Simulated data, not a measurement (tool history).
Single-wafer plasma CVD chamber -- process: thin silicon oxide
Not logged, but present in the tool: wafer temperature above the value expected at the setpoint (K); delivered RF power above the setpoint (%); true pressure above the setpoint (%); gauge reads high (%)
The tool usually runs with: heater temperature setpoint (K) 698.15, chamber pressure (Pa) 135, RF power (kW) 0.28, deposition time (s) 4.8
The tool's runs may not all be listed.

run    hour  heater temperature setpoint (K)  chamber pressure (Pa)  RF power (kW)  deposition time (s)  wafers since the last listed run  hours since the last thermocouple change  hours since the last RF generator calibration  hours since the last manometer calibration  hours since the showerhead was replaced  hours since the gauge calibration  read-back reference wafer on the same gauge, thickness_nm  mean film thickness on the monitor wafer (nm)
  1       0                           698.15                    135           0.28                  4.8                                 0                                     751.7                                          630.8                                       850.2                                   1927.7                             1142.9                                                      8.162                                          9.959
  2    63.8                           693.15                    156           0.28                  4.8                              1293                                     815.5                                          694.6                                         914                                   1991.5                             1206.7                                                      8.166                                         10.812
  3   163.4                           706.15                    135           0.28                  4.8                              2019                                     915.1                                          794.2                                      1013.6                                   2091.1                             1306.3                                                      8.164                                         10.006
  4     231                           706.15                    135           0.28                  4.8                              1370                                     982.7                                          861.8                                      1081.2                                   2158.7                             1373.9                                                      8.168                                          9.947
      250.2  -- capacitance manometer re-zeroed and calibrated
  5   292.9                           698.15                    135           0.28                  4.8                              1092                                    1044.6                                          923.7                                        42.7                                   2220.6                             1435.8                                                      8.149                                         10.349
  6     338                           698.15                    135           0.28                  4.8                               914                                    1089.7                                          968.8                                        87.8                                   2265.7                             1480.9                                                      8.157                                         10.288
  7   381.7                           698.15                    135           0.28                  4.8                               886                                    1133.4                                         1012.5                                       131.5                                   2309.4                             1524.6                                                      8.166                                          10.32
  8   426.2                           698.15                    135           0.28                  4.8                               902                                    1177.9                                           1057                                         176                                   2353.9                             1569.1                                                      8.163                                          10.35
  9   480.3                           698.15                    135           0.28                  4.8                              1097                                      1232                                         1111.1                                       230.1                                     2408                             1623.2                                                      8.153                                         10.395
 10     517                           698.15                    135           0.28                  4.8                               744                                    1268.7                                         1147.8                                       266.8                                   2444.7                             1659.9                                                      8.162                                         10.339
      594.9  -- capacitance manometer re-zeroed and calibrated, repeated, since the last time left the tool worse
 11   619.2                           698.15                    135           0.28                  4.8                              1910                                    1370.9                                           1250                                        24.3                                   2546.9                             1762.1                                                      8.158                                          9.885
      665.4  -- gauge calibrated
 12   695.1                           705.15                    135          0.235                  4.8                              1539                                    1446.8                                         1325.9                                       100.2                                   2622.8                               29.7                                                      8.165                                          8.483
      713.8  -- showerhead replaced
 13   775.2                           702.15                    135           0.28                  4.8                              1462                                    1526.9                                           1406                                       180.3                                     61.4                              109.8                                                      8.152                                           9.87
 14   844.5                           698.15                    135           0.28                  4.8                              1405                                    1596.2                                         1475.3                                       249.6                                    130.7                              179.1                                                      8.163                                          9.891
 15   906.4                           702.15                    109           0.26                 5.72                              1255                                    1658.1                                         1537.2                                       311.5                                    192.6                                241                                                      8.147                                           9.68
 16  1007.2                           698.15                    165           0.24                 5.59                              2044                                    1758.9                                           1638                                       412.3                                    293.4                              341.8                                                      8.168                                         11.364
 17  1176.8                           698.15                    135           0.28                  4.8                              3439                                    1928.5                                         1807.6                                       581.9                                      463                              511.4                                                      8.143                                          9.943
 18  1235.2                           698.15                    109          0.325                  4.8                              1184                                    1986.9                                           1866                                       640.3                                    521.4                              569.8                                                      8.148                                           9.56
     1248.6  -- RF generator calibrated
 19  1288.7                           698.15                    135           0.28                 5.13                               922                                    2040.4                                           40.1                                       693.8                                    574.9                              623.3                                                      8.163                                         10.574
 20  1358.1                           698.15                    135           0.28                  4.8                              1407                                    2109.8                                          109.5                                       763.2                                    644.3                              692.7                                                      8.156                                         10.041
     1553.2  -- thermocouple changed; heater temperature recalibrated
 21  1577.9                           698.15                    135           0.28                  4.8                              4294                                      24.7                                          329.3                                         983                                    864.1                              912.5                                                      8.164                                         10.117
 22  1662.2                           698.15                    155           0.28                  4.8                              1709                                       109                                          413.6                                      1067.3                                    948.4                              996.8                                                      8.153                                         10.994
 23  1713.5                           698.15                    135           0.28                  4.8                              1040                                     160.3                                          464.9                                      1118.6                                    999.7                             1048.1                                                      8.152                                         10.128
 24    1769                           698.15                    115           0.28                  4.8                              1125                                     215.8                                          520.4                                      1174.1                                   1055.2                             1103.6                                                      8.163                                          9.264
     1783.8  -- capacitance manometer re-zeroed and calibrated
 25    1832                           698.15                    135          0.235                 3.88                              1115                                     278.8                                          583.4                                        48.2                                   1118.2                             1166.6                                                      8.161                                          6.857
 26  1919.7                           688.15                    135           0.28                  4.8                              1778                                     366.5                                          671.1                                       135.9                                   1205.9                             1254.3                                                      8.162                                          9.912
 27  2012.8                           698.15                    135           0.28                  4.8                              1887                                     459.6                                          764.2                                         229                                     1299                             1347.4                                                      8.173                                          9.826
 28  2098.9                           698.15                    135           0.28                  4.8                              1745                                     545.7                                          850.3                                       315.1                                   1385.1                             1433.5                                                      8.162                                          9.842

What the log doesn't show, run by run:
wafer temperature above the value expected at the setpoint (K): 0 on each run
delivered RF power above the setpoint (%): 0 on each run
gauge reads high (%): 0 on each run
H1: true pressure above the setpoint (%)
run     H1
  1   2.59
  2   3.09
  3   3.94
  4   4.56
  5   9.91
  6   9.94
  7   9.98
  8     10
  9   10.1
 10   10.2
 11   1.12
 12   1.16
 13   1.26
 14   1.39
 15   1.54
 16   1.87
 17   2.61
 18   2.92
 19   3.24
 20   3.69
 21   5.38
 22   6.14
 23   6.64
 24    7.2
 25  0.183
 26  0.254
 27  0.404
 28  0.611

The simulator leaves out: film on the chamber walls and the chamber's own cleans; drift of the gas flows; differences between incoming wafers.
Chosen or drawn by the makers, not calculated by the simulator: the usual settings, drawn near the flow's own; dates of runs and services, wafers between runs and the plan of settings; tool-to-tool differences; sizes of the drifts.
